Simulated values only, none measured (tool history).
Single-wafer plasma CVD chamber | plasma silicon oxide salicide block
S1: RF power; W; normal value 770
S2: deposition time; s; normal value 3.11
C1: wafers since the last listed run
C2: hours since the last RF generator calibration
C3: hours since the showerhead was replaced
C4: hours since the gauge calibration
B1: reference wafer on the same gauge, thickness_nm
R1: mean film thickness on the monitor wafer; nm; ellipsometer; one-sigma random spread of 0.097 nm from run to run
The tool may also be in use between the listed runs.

run   hour   S1    S2    C1      C2      C3     C4      B1      R1
  1      0  665  3.11     0    1381    5331  427.2  29.494  30.789
  2   68.7  825  3.46  3543  1449.7  5399.7  495.9  29.483  37.122
  3  133.8  825  3.46  3357  1514.8  5464.8    561  29.486  36.955
     138.4  -- gauge calibrated
  4  177.4  825  3.46  2248  1558.4  5508.4     39  29.502  37.198
  5  237.4  770  3.56  3094  1618.4  5568.4     99  29.497  37.065
  6  279.4  770  2.78  2166  1660.4  5610.4    141  29.496  28.955
  7  349.5  770  2.78  3615  1730.5  5680.5  211.1  29.491  28.977
     408.8  -- showerhead replaced
  8    420  770  2.78  3223    1801    11.2  281.6  29.486  28.937
  9  495.1  770  3.11  3873  1876.1    86.3  356.7  29.504   32.41
 10  532.2  835  3.11  1913  1913.2   123.4  393.8  29.508  33.404
 11  586.2  680  3.31  2785  1967.2   177.4  447.8  29.497   33.06
 12  680.3  630  3.44  4853  2061.3   271.5  541.9  29.512  33.544
     725.9  -- RF generator calibrated
 13  726.4  770  2.78  1965     0.5   317.6    588  29.498  29.145
     732.5  -- gauge calibrated
 14  770.6  695  2.69  2279    44.7   361.8   38.1  29.518  27.196
 15  827.5  770  3.11  2934   101.6   418.7     95  29.493  32.474
 16  886.2  910  3.11  3027   160.3   477.4  153.7  29.499  34.421
 17  925.3  660  3.61  2016   199.4   516.5  192.8  29.504  35.667
 18  961.8  695  2.62  1882   235.9     553  229.3  29.501  26.449

What if the next run were any one of these 4? Each begins from the tool's condition after run 18:
  A  962.2  770  3.11  20  236.3  553.4  229.7   ?   ?
  B  962.2  875  3.62  20  236.3  553.4  229.7   ?   ?
  C  962.2  815   3.3  20  236.3  553.4  229.7   ?   ?
  D  962.2  770  2.73  20  236.3  553.4  229.7   ?   ?

run      B1      R1
  A  29.494  32.355
  B  29.494  39.313
  C  29.494  34.996
  D  29.494  28.401
Without the tool's hidden state the same runs would have given:
run      R1
  A  32.355
  B  39.313
  C  34.996
  D  28.401
